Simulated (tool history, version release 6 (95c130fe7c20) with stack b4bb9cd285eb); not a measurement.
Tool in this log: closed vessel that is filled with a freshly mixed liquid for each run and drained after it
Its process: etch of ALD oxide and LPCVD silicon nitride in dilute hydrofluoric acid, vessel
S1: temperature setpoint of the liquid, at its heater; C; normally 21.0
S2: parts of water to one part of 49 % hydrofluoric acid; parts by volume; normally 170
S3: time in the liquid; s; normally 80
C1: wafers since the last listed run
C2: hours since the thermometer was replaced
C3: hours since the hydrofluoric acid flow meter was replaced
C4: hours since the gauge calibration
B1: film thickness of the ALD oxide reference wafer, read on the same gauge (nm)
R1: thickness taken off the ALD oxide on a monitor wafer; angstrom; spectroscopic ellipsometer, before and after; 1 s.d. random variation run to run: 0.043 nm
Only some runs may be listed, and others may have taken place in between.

run 1 hour=0.0 | S1=21.0 S2=170 S3=80 | C1=0 C2=132.8 C3=70.4 C4=2209.8 | B1=125.932 | R1=48.16
run 2 hour=74.9 | S1=21.0 S2=170 S3=80 | C1=7121 C2=207.7 C3=145.3 C4=2284.7 | B1=126.028 | R1=47.86
run 3 hour=181.0 | S1=21.0 S2=170 S3=80 | C1=10087 C2=313.8 C3=251.4 C4=2390.8 | B1=126.032 | R1=48.02
run 4 hour=282.4 | S1=25.0 S2=240 S3=40 | C1=9640 C2=415.2 C3=352.8 C4=2492.2 | B1=126.161 | R1=18.54
run 5 hour=530.1 | S1=17.0 S2=240 S3=80 | C1=23549 C2=662.9 C3=600.5 C4=2739.9 | B1=126.330 | R1=27.46
-- hour=570.2 thermometer replaced
run 6 hour=600.5 | S1=21.0 S2=105 S3=80 | C1=6598 C2=30.3 C3=670.9 C4=2810.3 | B1=126.349 | R1=83.63
run 7 hour=653.0 | S1=21.0 S2=85 S3=80 | C1=4991 C2=82.8 C3=723.4 C4=2862.8 | B1=126.381 | R1=104.80
run 8 hour=758.9 | S1=21.0 S2=170 S3=80 | C1=10068 C2=188.7 C3=829.3 C4=2968.7 | B1=126.447 | R1=48.83
run 9 hour=843.7 | S1=21.0 S2=240 S3=100 | C1=8062 C2=273.5 C3=914.1 C4=3053.5 | B1=126.522 | R1=39.87
-- hour=896.7 hydrofluoric acid flow meter replaced
run 10 hour=991.0 | S1=25.0 S2=200 S3=40 | C1=13909 C2=420.8 C3=94.3 C4=3200.8 | B1=126.532 | R1=23.28
run 11 hour=1057.1 | S1=21.0 S2=225 S3=50 | C1=6284 C2=486.9 C3=160.4 C4=3266.9 | B1=126.607 | R1=21.71
run 12 hour=1162.3 | S1=21.0 S2=170 S3=80 | C1=10001 C2=592.1 C3=265.6 C4=3372.1 | B1=126.595 | R1=49.31
-- hour=1243.9 gauge calibrated
run 13 hour=1244.1 | S1=21.0 S2=170 S3=50 | C1=7777 C2=673.9 C3=347.4 C4=0.2 | B1=118.855 | R1=28.54
-- hour=1304.5 thermometer replaced
run 14 hour=1322.6 | S1=21.0 S2=170 S3=80 | C1=7368 C2=18.1 C3=425.9 C4=78.7 | B1=119.325 | R1=45.64
run 15 hour=1477.7 | S1=24.5 S2=110 S3=50 | C1=14746 C2=173.2 C3=581.0 C4=233.8 | B1=120.012 | R1=54.52
run 16 hour=1577.6 | S1=18.0 S2=170 S3=105 | C1=9497 C2=273.1 C3=680.9 C4=333.7 | B1=120.472 | R1=53.57
run 17 hour=1634.1 | S1=21.0 S2=170 S3=45 | C1=5371 C2=329.6 C3=737.4 C4=390.2 | B1=120.667 | R1=26.44
run 18 hour=1728.1 | S1=18.5 S2=85 S3=125 | C1=8936 C2=423.6 C3=831.4 C4=484.2 | B1=121.081 | R1=143.85
run 19 hour=1791.9 | S1=17.0 S2=125 S3=60 | C1=6065 C2=487.4 C3=895.2 C4=548.0 | B1=121.235 | R1=42.29
run 20 hour=1832.7 | S1=17.0 S2=215 S3=100 | C1=3879 C2=528.2 C3=936.0 C4=588.8 | B1=121.424 | R1=37.51
run 21 hour=1886.8 | S1=21.0 S2=215 S3=80 | C1=5143 C2=582.3 C3=990.1 C4=642.9 | B1=121.553 | R1=35.36
run 22 hour=1924.2 | S1=19.0 S2=145 S3=55 | C1=3555 C2=619.7 C3=1027.5 C4=680.3 | B1=121.754 | R1=36.07
run 23 hour=1969.3 | S1=21.0 S2=170 S3=80 | C1=4287 C2=664.8 C3=1072.6 C4=725.4 | B1=121.831 | R1=47.08
-- hour=2060.1 hydrofluoric acid flow meter replaced
run 24 hour=2070.6 | S1=21.0 S2=170 S3=95 | C1=9535 C2=766.1 C3=10.5 C4=826.7 | B1=122.076 | R1=55.42
run 25 hour=2111.0 | S1=24.5 S2=170 S3=80 | C1=3841 C2=806.5 C3=50.9 C4=867.1 | B1=122.221 | R1=53.47

Entry by entry between the runs, the difference in hidden state between the last listed run before and the first listed run after:
In the gap between runs 5 and 6: thermometer replaced (hour 570.2)
  gauge reads high (%): 5.27 -> 5.3
  the result without the hidden state subtracted from the measured one, R1: +1.38 -> +4.21 angstrom
In the gap between runs 9 and 10: hydrofluoric acid flow meter replaced (hour 896.7)
  gauge reads high (%): 5.4 -> 5.46
  the result without the hidden state subtracted from the measured one, R1: +2.04 -> +1.21 angstrom
In the gap between runs 12 and 13: gauge calibrated (hour 1243.9)
  gauge reads high (%): 5.51 -> -0.913
  the result without the hidden state subtracted from the measured one, R1: +2.58 -> -0.27 angstrom
In the gap between runs 13 and 14: thermometer replaced (hour 1304.5)
  gauge reads high (%): -0.913 -> -0.575
  the result without the hidden state subtracted from the measured one, R1: -0.27 -> -0.26 angstrom
In the gap between runs 23 and 24: hydrofluoric acid flow meter replaced (hour 2060.1)
  gauge reads high (%): 1.53 -> 1.77
  the result without the hidden state subtracted from the measured one, R1: +0.71 -> +0.97 angstrom

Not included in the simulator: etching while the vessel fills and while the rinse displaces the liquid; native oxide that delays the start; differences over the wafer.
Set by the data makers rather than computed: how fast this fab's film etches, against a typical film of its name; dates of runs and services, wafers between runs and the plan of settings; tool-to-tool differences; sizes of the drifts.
